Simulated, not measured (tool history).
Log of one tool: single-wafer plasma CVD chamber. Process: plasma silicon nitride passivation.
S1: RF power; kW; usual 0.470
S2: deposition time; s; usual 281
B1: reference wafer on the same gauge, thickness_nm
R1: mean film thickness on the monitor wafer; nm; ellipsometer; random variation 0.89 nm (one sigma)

Run 1, hour 0.0: usual settings; B1 405.887. Result: R1 430.911 nm.
Run 2, hour 57.3: usual settings; B1 406.083. Result: R1 431.396 nm.
Run 3, hour 106.6: usual settings; B1 405.816. Result: R1 430.356 nm.
Run 4, hour 134.8: usual settings but S2 293 s; B1 405.897. Result: R1 449.608 nm.
Run 5, hour 159.7: usual settings but S2 293 s; B1 405.813. Result: R1 449.198 nm.
Run 6, hour 222.9: usual settings but S1 0.425 kW, S2 320 s; B1 406.300. Result: R1 469.927 nm.
Run 7, hour 270.3: usual settings but S1 0.525 kW; B1 406.243. Result: R1 444.911 nm.
At hour 295.6: showerhead replaced.
Run 8, hour 302.8: usual settings but S1 0.540 kW, S2 255 s; B1 406.185. Result: R1 407.670 nm.
At hour 316.7: gauge calibrated.
Run 9, hour 328.6: usual settings; B1 405.928. Result: R1 428.506 nm.
Run 10, hour 382.9: usual settings but S2 337 s; B1 405.948. Result: R1 511.527 nm.
Run 11, hour 453.8: usual settings but S1 0.415 kW; B1 405.912. Result: R1 408.514 nm.
At hour 488.0: RF generator calibrated.
Run 12, hour 488.5: usual settings but S1 0.440 kW, S2 332 s; B1 406.080. Result: R1 508.166 nm.
Run 13, hour 516.6: usual settings but S2 306 s; B1 406.241. Result: R1 481.599 nm.
Run 14, hour 707.2: usual settings but S2 248 s; B1 406.039. Result: R1 388.756 nm.
Run 15, hour 740.5: usual settings but S1 0.435 kW, S2 238 s; B1 405.846. Result: R1 364.447 nm.

Forecast each of these 3 alternatives for the next run:
Run A, hour 741.0: usual settings but S1 0.395 kW; B1 ?. Result: R1 ?.
Run B, hour 741.0: usual settings but S1 0.545 kW; B1 ?. Result: R1 ?.
Run C, hour 741.0: usual settings but S2 312 s; B1 ?. Result: R1 ?.

run       B1       R1
  A  406.109  414.482
  B  406.109  463.287
  C  406.109  489.053
Without the tool's hidden state the same runs would have given:
run       R1
  A  415.054
  B  463.926
  C  489.728
